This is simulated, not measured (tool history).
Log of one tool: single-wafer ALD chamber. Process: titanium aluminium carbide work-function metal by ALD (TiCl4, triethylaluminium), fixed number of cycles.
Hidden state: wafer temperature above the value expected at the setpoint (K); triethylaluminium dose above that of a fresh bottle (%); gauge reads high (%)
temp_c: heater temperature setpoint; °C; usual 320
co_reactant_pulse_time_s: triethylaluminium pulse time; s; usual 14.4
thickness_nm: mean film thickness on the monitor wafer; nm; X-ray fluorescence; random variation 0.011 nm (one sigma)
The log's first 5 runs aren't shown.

run,day,temp_c,co_reactant_pulse_time_s,wafers since the last listed run,hours since the last thermocouple change,hours since the last triethylaluminium bottle change,hours since the showerhead was replaced,hours since the gauge calibration,"read-back reference wafer on the same gauge, thickness_nm",thickness_nm
6,5.479,324,16.75,222,1987.8,724.5,5586.4,575.8,1.879,2.115
# day 5.862: showerhead replaced
7,6.112,313,14.4,57,2003,739.7,6,591,1.881,2
8,6.65,313,14.4,102,2015.9,752.6,18.9,603.9,1.879,2.008
9,7.654,320,14.4,191,2040,776.7,43,628,1.882,2.047
# day 10.029: gauge calibrated
# day 11.021: triethylaluminium bottle replaced
10,11.933,320,14.4,754,2142.7,21.9,145.7,45.7,1.879,2.134
11,12.962,320,14.4,196,2167.4,46.6,170.4,70.4,1.878,2.145
12,14.192,320,14.4,234,2196.9,76.1,199.9,99.9,1.88,2.121
# day 15.088: thermocouple changed; heater temperature recalibrated
13,15.179,325,9.63,125,2.2,99.8,223.6,123.6,1.88,2.06
14,15.696,312,12.95,98,14.6,112.2,236,136,1.881,2.047
15,16.338,320,17.07,122,30,127.6,251.4,151.4,1.881,2.134
16,17.329,320,14.4,189,53.8,151.4,275.2,175.2,1.882,2.111
17,18.088,335,11.55,144,72,169.6,293.4,193.4,1.881,2.178
18,19.458,311,16.74,261,104.9,202.5,326.3,226.3,1.879,2.048
19,19.967,332,18.1,97,117.1,214.7,338.5,238.5,1.883,2.21
20,20.638,309,14.4,128,133.2,230.8,354.6,254.6,1.88,2.013
21,21.729,320,18.47,208,159.4,257,380.8,280.8,1.881,2.131
22,23.221,326,9.27,285,195.2,292.8,416.6,316.6,1.88,2.001

The next listed run, before its measurement:
23,23.954,326,14.4,140,212.8,310.4,434.2,334.2,?,?

Run 23 gave read-back reference wafer on the same gauge, thickness_nm 1.881, thickness_nm 2.122 nm.
Without the tool's hidden state the same run would have given thickness_nm 2.162 nm.
